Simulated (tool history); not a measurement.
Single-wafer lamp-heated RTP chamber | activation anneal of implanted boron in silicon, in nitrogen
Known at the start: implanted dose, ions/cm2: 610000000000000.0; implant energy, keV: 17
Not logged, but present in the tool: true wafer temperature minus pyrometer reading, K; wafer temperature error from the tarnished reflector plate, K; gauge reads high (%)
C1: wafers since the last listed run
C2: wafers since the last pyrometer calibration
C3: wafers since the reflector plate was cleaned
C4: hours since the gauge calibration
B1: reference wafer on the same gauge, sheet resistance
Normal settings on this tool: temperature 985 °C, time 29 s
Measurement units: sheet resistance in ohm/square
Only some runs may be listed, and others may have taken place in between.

Run 1, hour 0.0: usual settings; C1 0; C2 1249; C3 12091; C4 107.5; B1 148.96. Result: sheet resistance 170.92 ohm/square.
Run 2, hour 12.7: usual settings; C1 138; C2 1387; C3 12229; C4 120.2; B1 148.89. Result: sheet resistance 171.03 ohm/square.
Run 3, hour 22.7: usual settings; C1 108; C2 1496; C3 12337; C4 130.2; B1 149.00. Result: sheet resistance 169.95 ohm/square.
Run 4, hour 29.9: usual settings; C1 78; C2 1574; C3 12416; C4 137.4; B1 149.07. Result: sheet resistance 170.08 ohm/square.
Run 5, hour 47.4: usual settings but temperature 974 °C; C1 190; C2 1764; C3 12606; C4 154.9; B1 149.08. Result: sheet resistance 175.20 ohm/square.
Run 6, hour 58.2: usual settings but temperature 974 °C; C1 117; C2 1882; C3 12723; C4 165.7; B1 148.92. Result: sheet resistance 173.38 ohm/square.
Run 7, hour 75.6: usual settings; C1 189; C2 2071; C3 12912; C4 183.1; B1 148.90. Result: sheet resistance 169.06 ohm/square.
Run 8, hour 87.5: usual settings; C1 129; C2 2200; C3 13041; C4 195.0; B1 148.98. Result: sheet resistance 168.88 ohm/square.
Run 9, hour 100.2: usual settings but temperature 999 °C, time 17 s; C1 138; C2 2338; C3 13180; C4 207.7; B1 149.02. Result: sheet resistance 166.92 ohm/square.
At hour 116.9: pyrometer window cleaned and pyrometer calibrated.
Run 10, hour 117.4: usual settings but temperature 957 °C, time 15 s; C1 99; C2 5; C3 13279; C4 224.9; B1 148.94. Result: sheet resistance 203.43 ohm/square.
Run 11, hour 122.8: usual settings but temperature 968 °C, time 40 s; C1 58; C2 64; C3 13338; C4 230.3; B1 148.96. Result: sheet resistance 179.80 ohm/square.
Run 12, hour 140.0: usual settings but temperature 1012 °C, time 23 s; C1 186; C2 251; C3 13525; C4 247.5; B1 148.92. Result: sheet resistance 166.54 ohm/square.
Run 13, hour 152.7: usual settings but temperature 1010 °C, time 14 s; C1 138; C2 389; C3 13663; C4 260.2; B1 149.00. Result: sheet resistance 167.32 ohm/square.
At hour 166.5: reflector plate cleaned.
Run 14, hour 168.1: usual settings; C1 80; C2 469; C3 17; C4 275.6; B1 148.99. Result: sheet resistance 172.52 ohm/square.
At hour 183.9: gauge calibrated.
Run 15, hour 197.5: usual settings; C1 319; C2 788; C3 336; C4 13.6; B1 149.07. Result: sheet resistance 171.80 ohm/square.
Run 16, hour 210.3: usual settings but temperature 1012 °C, time 23 s; C1 139; C2 928; C3 476; C4 26.4; B1 148.94. Result: sheet resistance 165.74 ohm/square.
Run 17, hour 221.6: usual settings but temperature 999 °C, time 17 s; C1 122; C2 1050; C3 598; C4 37.7; B1 148.91. Result: sheet resistance 168.39 ohm/square.
Run 18, hour 228.7: usual settings but temperature 1012 °C, time 37 s; C1 77; C2 1128; C3 676; C4 44.8; B1 148.99. Result: sheet resistance 164.83 ohm/square.
Run 19, hour 237.5: usual settings but temperature 1012 °C, time 12 s; C1 95; C2 1223; C3 771; C4 53.6; B1 149.06. Result: sheet resistance 166.58 ohm/square.

3 options for the next run, each taken on its own from the tool as it stands now. Forecast them:
Run A, hour 237.9: usual settings but time 45 s; C1 4; C2 1228; C3 776; C4 54.0; B1 ?. Result: sheet resistance ?.
Run B, hour 237.9: usual settings but temperature 1013 °C, time 46 s; C1 4; C2 1228; C3 776; C4 54.0; B1 ?. Result: sheet resistance ?.
Run C, hour 237.9: usual settings but temperature 957 °C, time 40 s; C1 4; C2 1228; C3 776; C4 54.0; B1 ?. Result: sheet resistance ?.

run      B1  sheet resistance
  A  149.15            169.16
  B  149.15            163.85
  C  149.15            186.15
With the hidden condition removed and each run's random variation left untouched, the same runs would have given:
run  sheet resistance
  A            170.61
  B            164.38
  C            191.00
